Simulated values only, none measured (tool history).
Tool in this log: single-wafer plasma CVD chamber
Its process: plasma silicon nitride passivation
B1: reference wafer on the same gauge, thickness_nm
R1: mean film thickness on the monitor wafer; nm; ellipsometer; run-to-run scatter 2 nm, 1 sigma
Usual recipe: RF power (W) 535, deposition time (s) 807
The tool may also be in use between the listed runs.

Run 1, hour 0: usual settings; B1 1180.146. Result: R1 1304.751 nm.
Run 2, hour 13.4: usual settings; B1 1179.97. Result: R1 1302.548 nm.
Run 3, hour 45: usual settings; B1 1180.334. Result: R1 1301.947 nm.
Run 4, hour 132.9: usual settings; B1 1180.104. Result: R1 1303.017 nm.
Run 5, hour 163.7: usual settings; B1 1179.785. Result: R1 1304.976 nm.
Run 6, hour 187.3: usual settings but RF power (W) 455; B1 1180.09. Result: R1 1254.093 nm.
Run 7, hour 203.6: usual settings but RF power (W) 455; B1 1180.287. Result: R1 1253.9 nm.
At hour 230.6: RF generator calibrated.
Run 8, hour 231: usual settings; B1 1179.856. Result: R1 1287.148 nm.
Run 9, hour 246: usual settings; B1 1179.952. Result: R1 1288.281 nm.
Run 10, hour 258.7: usual settings but RF power (W) 570, deposition time (s) 742; B1 1180.207. Result: R1 1203.583 nm.
At hour 287.7: gauge calibrated.
At hour 291.2: showerhead replaced.
At hour 367.2: RF generator calibrated, repeated, since the last time left the tool worse.
Run 11, hour 367.7: usual settings but RF power (W) 570, deposition time (s) 742; B1 1179.723. Result: R1 1237.724 nm.
Run 12, hour 373.2: usual settings but RF power (W) 590, deposition time (s) 871; B1 1179.738. Result: R1 1458.196 nm.
Run 13, hour 409: usual settings; B1 1179.745. Result: R1 1319.691 nm.
Run 14, hour 424.5: usual settings; B1 1180.068. Result: R1 1320.485 nm.
Run 15, hour 448.6: usual settings but RF power (W) 620, deposition time (s) 923; B1 1180.018. Result: R1 1561.145 nm.
Run 16, hour 479.9: usual settings but deposition time (s) 764; B1 1179.823. Result: R1 1250.76 nm.
Run 17, hour 512.3: usual settings; B1 1180.047. Result: R1 1320.679 nm.
Run 18, hour 546.6: usual settings but RF power (W) 615, deposition time (s) 695; B1 1180.268. Result: R1 1177.103 nm.
Run 19, hour 568.2: usual settings but RF power (W) 635, deposition time (s) 852; B1 1179.995. Result: R1 1453.121 nm.
Run 20, hour 588.4: usual settings but RF power (W) 630, deposition time (s) 744; B1 1180.131. Result: R1 1263.679 nm.
Run 21, hour 602.5: usual settings; B1 1179.881. Result: R1 1320.074 nm.
Run 22, hour 621.5: usual settings but RF power (W) 500; B1 1179.969. Result: R1 1297.024 nm.

For some of the steps in R1 from one run to the next: how much would appear even if the tool had no hidden state, given the settings, what came in and random variation, and how much remains for the hidden state plus any gauge scatter that the measured result and the result without hidden state don't share?
Unlogged tool condition in this case: delivered RF power above the setpoint (%); gauge reads high (%).
Run 7 -> 8: RF power (W) 455 -> 535, RF generator calibrated. R1 +33.248 nm: hidden state -15.355, all else +48.603.
Run 10 -> 11: gauge calibrated, showerhead replaced, RF generator calibrated, repeated, since the last time left the tool worse. R1 +34.141 nm: hidden state +31.474, all else +2.667.
Run 15 -> 16: RF power (W) 620 -> 535, deposition time (s) 923 -> 764. R1 -310.385 nm: hidden state +0.051, all else -310.436.
Run 18 -> 19: RF power (W) 615 -> 635, deposition time (s) 695 -> 852. R1 +276.018 nm: hidden state -0.126, all else +276.144.

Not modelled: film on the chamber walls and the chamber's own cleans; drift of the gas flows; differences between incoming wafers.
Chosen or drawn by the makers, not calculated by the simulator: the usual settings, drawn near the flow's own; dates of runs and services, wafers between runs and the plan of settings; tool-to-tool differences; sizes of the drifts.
